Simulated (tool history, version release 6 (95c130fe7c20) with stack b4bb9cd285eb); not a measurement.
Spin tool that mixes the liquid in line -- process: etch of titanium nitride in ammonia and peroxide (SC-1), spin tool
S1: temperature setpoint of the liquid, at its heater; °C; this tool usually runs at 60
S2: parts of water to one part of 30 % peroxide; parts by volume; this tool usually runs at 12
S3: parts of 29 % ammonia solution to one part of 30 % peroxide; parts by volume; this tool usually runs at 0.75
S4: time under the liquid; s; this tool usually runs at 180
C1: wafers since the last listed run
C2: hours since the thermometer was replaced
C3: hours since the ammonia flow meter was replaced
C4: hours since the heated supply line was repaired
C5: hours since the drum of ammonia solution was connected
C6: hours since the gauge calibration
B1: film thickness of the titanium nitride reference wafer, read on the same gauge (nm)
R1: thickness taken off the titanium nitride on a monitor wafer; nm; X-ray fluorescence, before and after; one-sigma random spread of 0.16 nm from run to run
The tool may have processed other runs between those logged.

run     day    S1    S2    S3   S4   C1      C2      C3      C4     C5      C6     B1     R1
  1       0    60    12   0.9  180    0  1658.2   674.9  2872.3  740.6   866.7  80.02  15.06
  2   1.229    60   7.5  0.75  180  224  1687.7   704.4  2901.8  770.1   896.2  79.99   18.7
  3   3.238    60   7.5  0.75  180  366  1735.9   752.6    2950  818.3   944.4  80.02  18.88
      4.183  -- new drum of ammonia solution connected
  4   4.754    60    12  0.75  180  268  1772.3     789  2986.4   13.7   980.8  80.02  14.91
  5   5.975    60    12  0.75  180  222  1801.6   818.3  3015.7     43  1010.1  80.01  14.62
  6   8.296  56.5   9.5  0.45  180  423  1857.3     874  3071.4   98.7  1065.8  79.97  12.27
  7  11.108    60    12  0.75  180  512  1924.8   941.5  3138.9  166.2  1133.3     80  14.78
     11.817  -- heated supply line repaired
  8  12.458    60   6.5  0.75  180  238  1957.2   973.9    15.4  198.6  1165.7  79.99  21.88
  9  13.762  53.5    12   1.1  130  237  1988.5  1005.2    46.7  229.9    1197     80   7.91
 10  16.533    53    12  0.75  180  505    2055  1071.7   113.2  296.4  1263.5  79.98  10.13
     17.129  -- ammonia flow meter replaced
 11   18.85    60    12  0.75  180  414  2110.6    41.3   168.8    352  1319.1     80  16.09
     20.117  -- gauge calibrated
 12  21.508  62.5   9.5  0.95  120  484  2174.4   105.1   232.6  415.8    33.4  80.01  14.87
 13  22.854    60    12  0.75   80  245  2206.7   137.4   264.9  448.1    65.7     80   7.22
 14  24.221    68   9.5  0.95  125  249  2239.5   170.2   297.7  480.9    98.5  79.97  21.61
 15  26.658    60    12  0.75  240  444    2298   228.7   356.2  539.4     157  80.02  21.28
 16  29.146  69.5  16.5  1.15  180  453  2357.7   288.4   415.9  599.1   216.7  80.01  26.74
     30.383  -- thermometer replaced
 17  30.767  62.5   9.5  0.95  120  287     9.2   327.3   454.8    638   255.6     80  14.52
     32.388  -- new drum of ammonia solution connected
 18  33.342    60   8.5   0.6  180  461      71   389.1   516.6   22.9   317.4  79.98  18.28
 19  35.908    60    12  0.75  180  467   132.6   450.7   578.2   84.5     379  80.01  15.93
 20  38.221  52.5    16  0.75  180  421   188.1   506.2   633.7    140   434.5  80.01   8.25
 21  40.754  66.5    12   0.6  265  461   248.9     567   694.5  200.8   495.3  80.01  33.43
 22  43.038  63.5    12  0.75  180  416   303.7   621.8   749.3  255.6   550.1  80.01  19.74
 23  44.246  67.5  15.5  0.75  180  220   332.7   650.8   778.3  284.6   579.1  79.99  22.24
 24  45.512    60   9.5   0.9  285  230   363.1   681.2   808.7    315   609.5  79.99  28.76

List, for all runs, the conditions of the tool that the log does not record:
liquid hotter than its thermometer reads (K): 0 across all the runs
ammonia flow below the setpoint (%): 0 across all the runs
ammonia solution weaker than its label (%): 0 across all the runs
gauge reads high (%): 0 across all the runs
H1: temperature lost on the way to the wafer (K)
run      H1
  1    1.24
  2    1.25
  3    1.27
  4    1.28
  5     1.3
  6    1.32
  7    1.35
  8   0.013
  9  0.0257
 10  0.0525
 11  0.0749
 12   0.101
 13   0.114
 14   0.127
 15    0.15
 16   0.175
 17    0.19
 18   0.215
 19    0.24
 20   0.262
 21   0.287
 22   0.309
 23   0.321
 24   0.333
